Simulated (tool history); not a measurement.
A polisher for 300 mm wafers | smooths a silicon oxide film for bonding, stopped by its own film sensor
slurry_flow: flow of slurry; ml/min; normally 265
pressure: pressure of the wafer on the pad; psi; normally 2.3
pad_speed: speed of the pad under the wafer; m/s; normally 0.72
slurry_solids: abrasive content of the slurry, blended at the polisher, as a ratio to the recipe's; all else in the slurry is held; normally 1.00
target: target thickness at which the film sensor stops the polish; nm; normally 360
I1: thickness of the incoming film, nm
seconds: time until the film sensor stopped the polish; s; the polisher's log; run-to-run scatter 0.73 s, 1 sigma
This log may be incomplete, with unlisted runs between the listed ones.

{"run": 1, "day": 0.0, "slurry_flow": 200, "pressure": 2.7, "pad_speed": 0.72, "slurry_solids": 1.0, "target": 360, "I1": 401.3, "seconds": 68.3}
{"run": 2, "day": 2.538, "slurry_flow": 200, "pressure": 2.7, "pad_speed": 0.72, "slurry_solids": 1.0, "target": 360, "I1": 397.0, "seconds": 66.0}
{"day": 3.242, "done": "worn pad replaced by a new one"}
{"run": 3, "day": 3.262, "slurry_flow": 265, "pressure": 2.3, "pad_speed": 0.72, "slurry_solids": 1.0, "target": 360, "I1": 401.0, "seconds": 68.4}
{"run": 4, "day": 4.217, "slurry_flow": 265, "pressure": 2.3, "pad_speed": 0.72, "slurry_solids": 1.0, "target": 351, "I1": 393.3, "seconds": 72.2}
{"day": 4.908, "done": "head pressure recalibrated"}
{"run": 5, "day": 5.55, "slurry_flow": 265, "pressure": 2.3, "pad_speed": 0.72, "slurry_solids": 1.0, "target": 351, "I1": 400.0, "seconds": 85.3}
{"day": 6.021, "done": "slurry blender recalibrated"}
{"run": 6, "day": 6.521, "slurry_flow": 265, "pressure": 2.3, "pad_speed": 0.72, "slurry_solids": 1.0, "target": 351, "I1": 395.7, "seconds": 81.8}
{"run": 7, "day": 7.467, "slurry_flow": 265, "pressure": 2.3, "pad_speed": 0.72, "slurry_solids": 1.2, "target": 360, "I1": 400.3, "seconds": 69.4}
{"run": 8, "day": 8.721, "slurry_flow": 265, "pressure": 2.3, "pad_speed": 0.72, "slurry_solids": 1.2, "target": 360, "I1": 402.9, "seconds": 75.8}
{"day": 9.183, "done": "worn pad replaced by a new one, of another model than before"}
{"run": 9, "day": 9.475, "slurry_flow": 220, "pressure": 2.3, "pad_speed": 0.64, "slurry_solids": 1.0, "target": 360, "I1": 393.9, "seconds": 62.3}
{"run": 10, "day": 10.279, "slurry_flow": 220, "pressure": 2.3, "pad_speed": 0.64, "slurry_solids": 1.0, "target": 360, "I1": 395.1, "seconds": 66.9}
{"run": 11, "day": 11.338, "slurry_flow": 220, "pressure": 2.3, "pad_speed": 0.64, "slurry_solids": 1.0, "target": 360, "I1": 402.3, "seconds": 80.6}
{"day": 12.854, "done": "slurry nozzle cleaned"}
{"run": 12, "day": 13.283, "slurry_flow": 265, "pressure": 2.3, "pad_speed": 0.72, "slurry_solids": 1.0, "target": 360, "I1": 405.4, "seconds": 83.3}
{"run": 13, "day": 14.379, "slurry_flow": 265, "pressure": 2.3, "pad_speed": 0.72, "slurry_solids": 1.0, "target": 360, "I1": 401.1, "seconds": 77.3}
{"run": 14, "day": 15.062, "slurry_flow": 265, "pressure": 2.3, "pad_speed": 0.72, "slurry_solids": 1.0, "target": 360, "I1": 396.3, "seconds": 68.6}
{"day": 15.629, "done": "slurry blender recalibrated"}
{"day": 16.083, "done": "worn pad replaced by a new one"}
{"run": 15, "day": 16.433, "slurry_flow": 265, "pressure": 2.3, "pad_speed": 0.72, "slurry_solids": 1.0, "target": 360, "I1": 404.7, "seconds": 74.0}
{"run": 16, "day": 17.883, "slurry_flow": 225, "pressure": 2.1, "pad_speed": 0.72, "slurry_solids": 1.0, "target": 360, "I1": 397.8, "seconds": 69.6}
{"day": 18.3, "done": "head pressure recalibrated"}
{"run": 17, "day": 18.9, "slurry_flow": 265, "pressure": 2.3, "pad_speed": 0.72, "slurry_solids": 1.0, "target": 370, "I1": 394.7, "seconds": 44.6}
{"run": 18, "day": 19.633, "slurry_flow": 175, "pressure": 2.6, "pad_speed": 0.72, "slurry_solids": 1.25, "target": 360, "I1": 396.7, "seconds": 60.5}
{"run": 19, "day": 20.188, "slurry_flow": 220, "pressure": 2.3, "pad_speed": 0.64, "slurry_solids": 1.0, "target": 360, "I1": 398.7, "seconds": 77.5}
{"run": 20, "day": 21.033, "slurry_flow": 265, "pressure": 2.7, "pad_speed": 0.72, "slurry_solids": 1.0, "target": 374, "I1": 403.9, "seconds": 50.6}
{"day": 21.683, "done": "worn pad replaced by a new one"}
{"run": 21, "day": 22.254, "slurry_flow": 265, "pressure": 1.6, "pad_speed": 0.72, "slurry_solids": 1.0, "target": 369, "I1": 405.4, "seconds": 74.9}
{"run": 22, "day": 23.121, "slurry_flow": 265, "pressure": 2.3, "pad_speed": 0.72, "slurry_solids": 0.8, "target": 360, "I1": 408.5, "seconds": 93.1}
{"day": 24.246, "done": "slurry blender recalibrated"}
{"run": 23, "day": 24.267, "slurry_flow": 265, "pressure": 2.3, "pad_speed": 0.72, "slurry_solids": 1.0, "target": 370, "I1": 400.5, "seconds": 54.5}
{"run": 24, "day": 24.954, "slurry_flow": 265, "pressure": 2.3, "pad_speed": 0.72, "slurry_solids": 1.0, "target": 360, "I1": 403.5, "seconds": 79.9}
{"run": 25, "day": 26.388, "slurry_flow": 355, "pressure": 1.9, "pad_speed": 0.62, "slurry_solids": 1.25, "target": 360, "I1": 402.5, "seconds": 87.9}
{"day": 27.85, "done": "worn pad replaced by a new one"}
{"run": 26, "day": 27.871, "slurry_flow": 265, "pressure": 1.8, "pad_speed": 0.64, "slurry_solids": 1.25, "target": 360, "I1": 401.0, "seconds": 75.0}
{"run": 27, "day": 28.55, "slurry_flow": 265, "pressure": 2.3, "pad_speed": 0.52, "slurry_solids": 1.0, "target": 360, "I1": 406.7, "seconds": 94.8}
{"run": 28, "day": 29.958, "slurry_flow": 265, "pressure": 2.3, "pad_speed": 0.72, "slurry_solids": 1.0, "target": 360, "I1": 395.4, "seconds": 63.1}
{"day": 31.25, "done": "head pressure recalibrated"}
{"run": 29, "day": 31.329, "slurry_flow": 330, "pressure": 2.3, "pad_speed": 0.72, "slurry_solids": 1.0, "target": 360, "I1": 395.6, "seconds": 64.2}

What was the tool's hidden state at every run in the log?
slurry flow missing at the pad, %: 0 in every run
deviation of the head's pressure from its setpoint, %: 0 in every run
abrasive missing from the slurry, %: 0 in every run
H1: removal rate lost through wear of the pad, %
run=1 H1=7.29
run=2 H1=12.2
run=3 H1=0.92
run=4 H1=2.75
run=5 H1=5.3
run=6 H1=7.16
run=7 H1=8.97
run=8 H1=11.4
run=9 H1=1.69
run=10 H1=3.23
run=11 H1=5.26
run=12 H1=8.98
run=13 H1=11.1
run=14 H1=12.4
run=15 H1=1.05
run=16 H1=3.82
run=17 H1=5.77
run=18 H1=7.17
run=19 H1=8.24
run=20 H1=9.86
run=21 H1=3.17
run=22 H1=4.83
run=23 H1=7.02
run=24 H1=8.34
run=25 H1=11.1
run=26 H1=0.818
run=27 H1=2.12
run=28 H1=4.82
run=29 H1=7.44
